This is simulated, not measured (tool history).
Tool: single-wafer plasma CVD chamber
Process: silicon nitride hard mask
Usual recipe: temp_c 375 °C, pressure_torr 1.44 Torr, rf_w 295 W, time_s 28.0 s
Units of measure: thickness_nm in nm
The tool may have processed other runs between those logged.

run	day	temp_c	pressure_torr	rf_w	time_s	read-back reference wafer on the same gauge, thickness_nm	thickness_nm
1	0.000	375	1.55	295	28.0	29.788	30.586
2	1.350	375	1.55	295	28.0	29.789	30.495
3	2.108	375	1.44	295	28.0	29.792	29.964
4	3.525	380	1.44	295	25.7	29.793	27.393
5	4.521	380	1.44	295	25.7	29.836	27.528
6	5.921	375	1.44	295	28.0	29.812	29.916
# day 6.488: RF generator calibrated
7	6.633	375	1.44	295	28.0	29.801	29.185
8	7.242	363	1.44	325	28.0	29.748	30.738
# day 10.521: thermocouple changed; heater temperature recalibrated
9	10.725	364	1.77	260	28.0	29.798	28.765
# day 11.429: capacitance manometer re-zeroed and calibrated
10	14.075	367	1.60	295	25.9	29.820	27.325
11	15.233	387	1.44	295	29.4	29.786	30.452
# day 16.400: RF generator calibrated, repeated, since the last time left the tool worse
12	16.421	375	1.55	295	28.0	29.784	31.075
# day 17.038: gauge calibrated
# day 20.629: showerhead replaced
13	20.650	375	1.70	345	28.0	29.787	34.547
14	21.950	361	1.44	295	28.0	29.792	30.696
15	23.342	361	1.61	250	28.0	29.836	29.055
16	27.283	387	1.44	295	29.4	29.810	31.795
17	28.762	375	1.44	295	28.0	29.831	30.252
18	29.567	375	1.44	330	28.0	29.763	32.091
19	30.883	375	1.44	315	28.0	29.825	31.528
20	31.588	381	1.23	295	23.2	29.794	23.987
21	32.362	375	1.34	295	28.0	29.828	29.343
22	33.158	383	1.11	345	33.2	29.809	35.504
23	34.458	375	1.08	295	28.0	29.752	27.694
24	35.096	375	1.71	295	26.5	29.787	30.016
25	35.700	380	1.53	295	31.5	29.796	34.622
26	37.042	375	1.44	235	24.7	29.776	23.792
27	38.350	375	1.44	330	28.0	29.824	32.125
28	39.758	375	1.44	320	30.0	29.738	33.687
29	40.467	371	1.44	265	29.7	29.790	30.254

Here are 3 independent what-if runs from the current tool condition. What would each one return?
A	40.483	375	1.44	295	28.0	?	?
B	40.483	389	1.34	295	28.0	?	?
C	40.483	375	1.32	295	31.0	?	?

run	read-back reference wafer on the same gauge, thickness_nm	thickness_nm
A	29.793	30.103
B	29.793	29.320
C	29.793	32.528
Take away the tool's hidden state, keep each run's random variation, and the runs would have read:
run	thickness_nm
A	30.659
B	29.861
C	33.129
